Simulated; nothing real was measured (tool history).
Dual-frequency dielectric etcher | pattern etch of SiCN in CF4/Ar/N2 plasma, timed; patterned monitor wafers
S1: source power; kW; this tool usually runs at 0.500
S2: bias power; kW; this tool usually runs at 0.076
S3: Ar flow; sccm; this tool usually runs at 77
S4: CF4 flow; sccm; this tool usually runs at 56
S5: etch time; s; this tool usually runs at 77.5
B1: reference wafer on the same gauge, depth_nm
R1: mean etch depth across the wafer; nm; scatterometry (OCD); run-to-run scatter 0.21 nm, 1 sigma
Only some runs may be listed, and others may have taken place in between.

Run 1, hour 0.0: usual settings but S2 0.081 kW; B1 81.6. Result: R1 73.5 nm.
At hour 6.4: source power generator calibrated.
Run 2, hour 11.4: usual settings but S2 0.081 kW; B1 81.5. Result: R1 73.0 nm.
Run 3, hour 27.5: usual settings but S1 0.600 kW, S2 0.084 kW, S4 49 sccm, S5 71.0 s; B1 81.6. Result: R1 75.9 nm.
Run 4, hour 36.7: usual settings but S5 92.5 s; B1 81.6. Result: R1 85.3 nm.
Run 5, hour 43.8: usual settings but S3 94 sccm, S5 97.5 s; B1 81.6. Result: R1 87.2 nm.
At hour 48.1: gauge calibrated.
At hour 55.0: bias power generator calibrated.
Run 6, hour 55.5: usual settings; B1 81.7. Result: R1 71.1 nm.
Run 7, hour 67.3: usual settings but S1 0.620 kW; B1 81.6. Result: R1 82.7 nm.
Run 8, hour 74.2: usual settings; B1 81.6. Result: R1 71.1 nm.
Run 9, hour 89.9: usual settings but S4 61 sccm, S5 64.5 s; B1 81.5. Result: R1 60.1 nm.
Run 10, hour 99.3: usual settings; B1 81.5. Result: R1 71.0 nm.
Run 11, hour 115.2: usual settings; B1 81.6. Result: R1 70.7 nm.
Run 12, hour 121.9: usual settings; B1 81.6. Result: R1 71.0 nm.
Run 13, hour 137.3: usual settings but S2 0.093 kW, S4 45 sccm; B1 81.6. Result: R1 75.5 nm.
Run 14, hour 144.6: usual settings but S1 0.610 kW, S5 99.0 s; B1 81.5. Result: R1 104.3 nm.
Run 15, hour 151.3: usual settings but S2 0.059 kW; B1 81.6. Result: R1 63.1 nm.
Run 16, hour 162.1: usual settings but S2 0.060 kW, S5 62.0 s; B1 81.6. Result: R1 50.9 nm.
Run 17, hour 178.2: usual settings; B1 81.6. Result: R1 70.5 nm.
Run 18, hour 195.8: usual settings but S1 0.400 kW, S5 62.0 s; B1 81.5. Result: R1 48.7 nm.
Run 19, hour 211.4: usual settings; B1 81.5. Result: R1 70.8 nm.
Run 20, hour 222.4: usual settings but S1 0.400 kW, S3 61 sccm; B1 81.6. Result: R1 62.3 nm.
Run 21, hour 234.7: usual settings; B1 81.6. Result: R1 70.8 nm.

What if the next run were any one of these 5? Each begins from the tool's condition after run 21:
Run A, hour 235.1: usual settings; B1 ?. Result: R1 ?.
Run B, hour 235.1: usual settings but S2 0.066 kW, S5 64.0 s; B1 ?. Result: R1 ?.
Run C, hour 235.1: usual settings but S1 0.450 kW; B1 ?. Result: R1 ?.
Run D, hour 235.1: usual settings but S4 47 sccm; B1 ?. Result: R1 ?.
Run E, hour 235.1: usual settings but S1 0.410 kW, S2 0.064 kW, S5 67.0 s; B1 ?. Result: R1 ?.

run    B1    R1
  A  81.6  70.4
  B  81.6  54.4
  C  81.6  65.6
  D  81.6  68.6
  E  81.6  49.1
With no hidden state in the tool, these same runs would have given:
run    R1
  A  71.3
  B  55.1
  C  66.4
  D  69.5
  E  49.7

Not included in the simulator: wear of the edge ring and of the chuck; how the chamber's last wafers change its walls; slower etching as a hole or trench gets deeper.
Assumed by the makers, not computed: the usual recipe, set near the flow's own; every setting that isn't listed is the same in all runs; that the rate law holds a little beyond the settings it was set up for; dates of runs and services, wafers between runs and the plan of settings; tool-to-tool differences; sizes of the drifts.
